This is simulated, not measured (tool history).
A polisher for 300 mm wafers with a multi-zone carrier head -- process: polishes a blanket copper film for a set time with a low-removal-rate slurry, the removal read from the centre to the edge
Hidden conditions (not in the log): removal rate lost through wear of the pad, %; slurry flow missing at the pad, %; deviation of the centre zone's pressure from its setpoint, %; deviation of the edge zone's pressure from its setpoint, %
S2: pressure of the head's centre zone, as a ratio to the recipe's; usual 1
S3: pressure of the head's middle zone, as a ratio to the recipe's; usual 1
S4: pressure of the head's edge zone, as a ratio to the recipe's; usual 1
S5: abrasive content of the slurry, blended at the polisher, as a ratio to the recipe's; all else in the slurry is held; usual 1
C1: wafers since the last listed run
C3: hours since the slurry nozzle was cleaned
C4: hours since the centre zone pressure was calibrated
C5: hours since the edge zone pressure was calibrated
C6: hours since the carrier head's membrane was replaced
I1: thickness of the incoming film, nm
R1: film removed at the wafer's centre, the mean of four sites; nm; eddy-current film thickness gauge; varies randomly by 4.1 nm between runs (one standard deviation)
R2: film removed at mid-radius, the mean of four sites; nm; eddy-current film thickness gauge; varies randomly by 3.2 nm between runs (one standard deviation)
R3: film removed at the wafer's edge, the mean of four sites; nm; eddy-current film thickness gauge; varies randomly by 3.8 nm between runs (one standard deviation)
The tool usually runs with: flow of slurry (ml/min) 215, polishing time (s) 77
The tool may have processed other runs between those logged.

run 1 hour=0 | flow_of_slurry_(ml/min)=215 S2=0.95 S3=1 S4=1.04 S5=1 polishing_time_(s)=77 | C1=0 wafers_polished_on_this_pad=664 C3=134.7 C4=81.4 C5=1206.1 C6=882.7 | I1=1608.4 | R1=290.3 R2=304.4 R3=308.8
-- hour=19.6 edge zone pressure recalibrated
-- hour=26.3 carrier head's membrane replaced by a new one
run 2 hour=42.7 | flow_of_slurry_(ml/min)=215 S2=1 S3=0.95 S4=1 S5=0.9 polishing_time_(s)=77 | C1=427 wafers_polished_on_this_pad=1092 C3=177.4 C4=124.1 C5=23.1 C6=16.4 | I1=1582.8 | R1=305 R2=287.7 R3=294.4
run 3 hour=125.7 | flow_of_slurry_(ml/min)=215 S2=1 S3=1 S4=1 S5=1 polishing_time_(s)=66 | C1=995 wafers_polished_on_this_pad=2087 C3=260.4 C4=207.1 C5=106.1 C6=99.4 | I1=1556 | R1=268.4 R2=261.6 R3=258.7
run 4 hour=232.6 | flow_of_slurry_(ml/min)=215 S2=1 S3=1 S4=0.91 S5=1 polishing_time_(s)=54 | C1=1281 wafers_polished_on_this_pad=3368 C3=367.3 C4=314 C5=213 C6=206.3 | I1=1595.4 | R1=222.2 R2=217.3 R3=206.1
run 5 hour=271.9 | flow_of_slurry_(ml/min)=215 S2=1 S3=1 S4=1 S5=1 polishing_time_(s)=77 | C1=471 wafers_polished_on_this_pad=3839 C3=406.6 C4=353.3 C5=252.3 C6=245.6 | I1=1583.5 | R1=316.6 R2=306.4 R3=310.6
run 6 hour=313.1 | flow_of_slurry_(ml/min)=215 S2=1 S3=1 S4=1 S5=0.85 polishing_time_(s)=102 | C1=493 wafers_polished_on_this_pad=4333 C3=447.8 C4=394.5 C5=293.5 C6=286.8 | I1=1553.6 | R1=408.1 R2=389.4 R3=392.7
run 7 hour=406.4 | flow_of_slurry_(ml/min)=215 S2=1 S3=1 S4=1 S5=0.9 polishing_time_(s)=77 | C1=1118 wafers_polished_on_this_pad=5452 C3=541.1 C4=487.8 C5=386.8 C6=380.1 | I1=1575.6 | R1=316.6 R2=295.2 R3=294
run 8 hour=472.1 | flow_of_slurry_(ml/min)=215 S2=1 S3=1 S4=1 S5=1 polishing_time_(s)=77 | C1=787 wafers_polished_on_this_pad=6239 C3=606.8 C4=553.5 C5=452.5 C6=445.8 | I1=1593.4 | R1=326.9 R2=309.6 R3=305.2
run 9 hour=562 | flow_of_slurry_(ml/min)=215 S2=0.94 S3=1 S4=1 S5=1 polishing_time_(s)=90 | C1=1077 wafers_polished_on_this_pad=7317 C3=696.7 C4=643.4 C5=542.4 C6=535.7 | I1=1587 | R1=363.5 R2=358.8 R3=358.4
-- hour=651 slurry nozzle cleaned
-- hour=652.4 worn pad replaced by a new one
run 10 hour=793.7 | flow_of_slurry_(ml/min)=215 S2=1.1 S3=1 S4=1 S5=1 polishing_time_(s)=77 | C1=2749 wafers_polished_on_this_pad=1693 C3=142.7 C4=875.1 C5=774.1 C6=767.4 | I1=1582.9 | R1=386 R2=302.7 R3=300.8
-- hour=820 centre zone pressure recalibrated
run 11 hour=845.6 | flow_of_slurry_(ml/min)=215 S2=1 S3=0.89 S4=0.93 S5=1 polishing_time_(s)=77 | C1=598 wafers_polished_on_this_pad=2292 C3=194.6 C4=25.6 C5=826 C6=819.3 | I1=1559.1 | R1=309.3 R2=276.4 R3=294.7
-- hour=930.1 carrier head's membrane replaced by a new one
run 12 hour=953.6 | flow_of_slurry_(ml/min)=215 S2=1 S3=1 S4=1 S5=1 polishing_time_(s)=77 | C1=1234 wafers_polished_on_this_pad=3526 C3=302.6 C4=133.6 C5=934 C6=23.5 | I1=1581.3 | R1=315.5 R2=304.4 R3=307.7
run 13 hour=1022.1 | flow_of_slurry_(ml/min)=215 S2=1 S3=1 S4=1 S5=1 polishing_time_(s)=68 | C1=821 wafers_polished_on_this_pad=4348 C3=371.1 C4=202.1 C5=1002.5 C6=92 | I1=1581.6 | R1=270.9 R2=270.9 R3=267
run 14 hour=1074 | flow_of_slurry_(ml/min)=215 S2=1 S3=1 S4=1.07 S5=1 polishing_time_(s)=62 | C1=622 wafers_polished_on_this_pad=4970 C3=423 C4=254 C5=1054.4 C6=143.9 | I1=1575.5 | R1=250.4 R2=246.5 R3=255.5
run 15 hour=1151 | flow_of_slurry_(ml/min)=215 S2=1.03 S3=1 S4=0.93 S5=1 polishing_time_(s)=77 | C1=923 wafers_polished_on_this_pad=5893 C3=500 C4=331 C5=1131.4 C6=220.9 | I1=1566.8 | R1=327.3 R2=305.2 R3=295.1
run 16 hour=1241.7 | flow_of_slurry_(ml/min)=215 S2=1.04 S3=1 S4=1 S5=1 polishing_time_(s)=77 | C1=1087 wafers_polished_on_this_pad=6980 C3=590.7 C4=421.7 C5=1222.1 C6=311.6 | I1=1597.5 | R1=336.1 R2=300.4 R3=305.9
run 17 hour=1281.7 | flow_of_slurry_(ml/min)=260 S2=1 S3=1 S4=1.09 S5=1 polishing_time_(s)=77 | C1=479 wafers_polished_on_this_pad=7460 C3=630.7 C4=461.7 C5=1262.1 C6=351.6 | I1=1592 | R1=328.1 R2=308.8 R3=319.9
-- hour=1310.6 edge zone pressure recalibrated
run 18 hour=1329.6 | flow_of_slurry_(ml/min)=215 S2=0.91 S3=0.96 S4=1 S5=1 polishing_time_(s)=77 | C1=550 wafers_polished_on_this_pad=8010 C3=678.6 C4=509.6 C5=19 C6=399.5 | I1=1589.1 | R1=292.1 R2=294.2 R3=310.5
-- hour=1367.5 worn pad replaced by a new one
run 19 hour=1377.8 | flow_of_slurry_(ml/min)=215 S2=1 S3=1 S4=1 S5=1 polishing_time_(s)=77 | C1=529 wafers_polished_on_this_pad=123 C3=726.8 C4=557.8 C5=67.2 C6=447.7 | I1=1549.3 | R1=325.5 R2=301.4 R3=300.1
-- hour=1413.8 slurry nozzle cleaned
run 20 hour=1472 | flow_of_slurry_(ml/min)=215 S2=1.12 S3=1 S4=1 S5=0.75 polishing_time_(s)=77 | C1=1117 wafers_polished_on_this_pad=1240 C3=58.2 C4=652 C5=161.4 C6=541.9 | I1=1574.8 | R1=356.7 R2=290 R3=283.6
-- hour=1527.4 centre zone pressure recalibrated
run 21 hour=1550.6 | flow_of_slurry_(ml/min)=215 S2=1 S3=1 S4=1 S5=1 polishing_time_(s)=77 | C1=918 wafers_polished_on_this_pad=2159 C3=136.8 C4=23.2 C5=240 C6=620.5 | I1=1558.5 | R1=311.3 R2=299.8 R3=308.4

Each row is a separate what-if for the run after 21, all from the same tool condition, not one after another. Results?
run A hour=1551 | flow_of_slurry_(ml/min)=215 S2=1 S3=1 S4=1 S5=1 polishing_time_(s)=77 | C1=4 wafers_polished_on_this_pad=2164 C3=137.2 C4=23.6 C5=240.4 C6=620.9 | I1=1561.9 | R1=? R2=? R3=?
run B hour=1551 | flow_of_slurry_(ml/min)=215 S2=1 S3=1 S4=1 S5=0.85 polishing_time_(s)=88 | C1=4 wafers_polished_on_this_pad=2164 C3=137.2 C4=23.6 C5=240.4 C6=620.9 | I1=1561.9 | R1=? R2=? R3=?
run C hour=1551 | flow_of_slurry_(ml/min)=215 S2=0.95 S3=1.09 S4=0.95 S5=1 polishing_time_(s)=77 | C1=4 wafers_polished_on_this_pad=2164 C3=137.2 C4=23.6 C5=240.4 C6=620.9 | I1=1561.9 | R1=? R2=? R3=?
run D hour=1551 | flow_of_slurry_(ml/min)=215 S2=1 S3=1.06 S4=0.9 S5=1.3 polishing_time_(s)=77 | C1=4 wafers_polished_on_this_pad=2164 C3=137.2 C4=23.6 C5=240.4 C6=620.9 | I1=1561.9 | R1=? R2=? R3=?

run=A R1=305.2 R2=309.4 R3=306.5
run=B R1=337.6 R2=342.2 R3=339
run=C R1=290 R2=333 R3=298.8
run=D R1=322.5 R2=343.3 R3=307.8
What these runs would have given with no unlogged condition in the tool:
run=A R1=305 R2=309.4 R3=306.5
run=B R1=337.3 R2=342.2 R3=339
run=C R1=289.8 R2=333 R3=298.8
run=D R1=322.2 R2=343.3 R3=307.8
